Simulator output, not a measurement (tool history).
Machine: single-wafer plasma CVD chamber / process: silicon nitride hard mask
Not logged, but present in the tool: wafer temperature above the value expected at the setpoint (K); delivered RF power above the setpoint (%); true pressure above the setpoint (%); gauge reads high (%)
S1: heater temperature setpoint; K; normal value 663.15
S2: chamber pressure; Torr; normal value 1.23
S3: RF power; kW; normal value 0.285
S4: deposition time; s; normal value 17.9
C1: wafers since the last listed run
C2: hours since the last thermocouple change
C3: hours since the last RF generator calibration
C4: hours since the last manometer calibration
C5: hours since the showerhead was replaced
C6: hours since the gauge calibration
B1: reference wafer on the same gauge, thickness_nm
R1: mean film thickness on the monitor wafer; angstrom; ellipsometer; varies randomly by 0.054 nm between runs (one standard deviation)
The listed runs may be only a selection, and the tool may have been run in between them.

run,hour,S1,S2,S3,S4,C1,C2,C3,C4,C5,C6,B1,R1
1,0.0,653.15,1.23,0.285,17.9,0,828.9,791.7,1541.3,6006.8,122.0,17.397,206.32
2,29.9,653.15,1.23,0.285,17.9,485,858.8,821.6,1571.2,6036.7,151.9,17.406,205.91
3,60.2,653.15,1.23,0.285,17.9,492,889.1,851.9,1601.5,6067.0,182.2,17.397,204.56
4,75.3,663.15,1.23,0.285,19.5,245,904.2,867.0,1616.6,6082.1,197.3,17.412,222.28
5,87.9,663.15,1.23,0.285,17.9,204,916.8,879.6,1629.2,6094.7,209.9,17.406,203.74
6,101.9,663.15,0.98,0.285,17.9,227,930.8,893.6,1643.2,6108.7,223.9,17.393,192.70
7,132.1,663.15,0.98,0.285,17.9,490,961.0,923.8,1673.4,6138.9,254.1,17.399,194.32
8,181.0,663.15,0.98,0.285,17.9,794,1009.9,972.7,1722.3,6187.8,303.0,17.396,192.38
9,194.9,663.15,1.23,0.285,17.9,225,1023.8,986.6,1736.2,6201.7,316.9,17.399,202.39
10,218.9,663.15,1.23,0.285,17.9,389,1047.8,1010.6,1760.2,6225.7,340.9,17.393,202.93
# hour 228.0: capacitance manometer re-zeroed and calibrated
11,243.1,663.15,1.23,0.285,17.9,263,1072.0,1034.8,15.1,6249.9,365.1,17.404,202.56
12,276.3,663.15,1.23,0.295,17.9,539,1105.2,1068.0,48.3,6283.1,398.3,17.400,206.74
# hour 287.7: showerhead replaced
13,289.2,663.15,1.15,0.260,17.9,79,1118.1,1080.9,61.2,1.5,411.2,17.402,186.61
# hour 298.7: thermocouple changed; heater temperature recalibrated
14,313.5,671.15,1.23,0.230,16.1,264,14.8,1105.2,85.5,25.8,435.5,17.392,156.28
15,348.8,663.15,1.23,0.285,17.9,573,50.1,1140.5,120.8,61.1,470.8,17.400,200.66
16,380.3,673.15,1.23,0.260,17.9,511,81.6,1172.0,152.3,92.6,502.3,17.396,188.57
17,393.2,649.15,1.34,0.265,17.9,209,94.5,1184.9,165.2,105.5,515.2,17.403,196.25
# hour 417.4: gauge calibrated
# hour 428.5: RF generator calibrated
18,429.0,671.15,1.23,0.285,19.3,451,130.3,0.5,201.0,141.3,11.6,17.412,227.18
19,446.4,672.15,1.09,0.255,20.0,282,147.7,17.9,218.4,158.7,29.0,17.403,214.08
20,472.7,663.15,1.23,0.295,17.9,427,174.0,44.2,244.7,185.0,55.3,17.406,216.91
21,508.6,663.15,1.23,0.285,17.9,583,209.9,80.1,280.6,220.9,91.2,17.406,212.23
22,527.0,663.15,1.05,0.285,15.1,298,228.3,98.5,299.0,239.3,109.6,17.395,171.83
23,547.1,663.15,1.09,0.285,16.2,326,248.4,118.6,319.1,259.4,129.7,17.401,186.52
24,575.8,677.15,1.23,0.330,17.9,466,277.1,147.3,347.8,288.1,158.4,17.400,229.50
25,611.2,654.15,1.32,0.285,17.9,575,312.5,182.7,383.2,323.5,193.8,17.402,214.22

Predict each of these 4 candidate next runs independently; none follows another, all start after run 25:
A,611.6,663.15,1.10,0.285,17.9,6,312.9,183.1,383.6,323.9,194.2,?,?
B,611.6,663.15,1.33,0.285,17.9,6,312.9,183.1,383.6,323.9,194.2,?,?
C,611.6,663.15,1.23,0.285,20.6,6,312.9,183.1,383.6,323.9,194.2,?,?
D,611.6,663.15,1.23,0.240,20.9,6,312.9,183.1,383.6,323.9,194.2,?,?

run,B1,R1
A,17.406,206.05
B,17.406,214.96
C,17.406,243.00
D,17.406,219.63
Without the tool's hidden state the same runs would have given:
run,R1
A,208.00
B,217.00
C,245.30
D,221.79
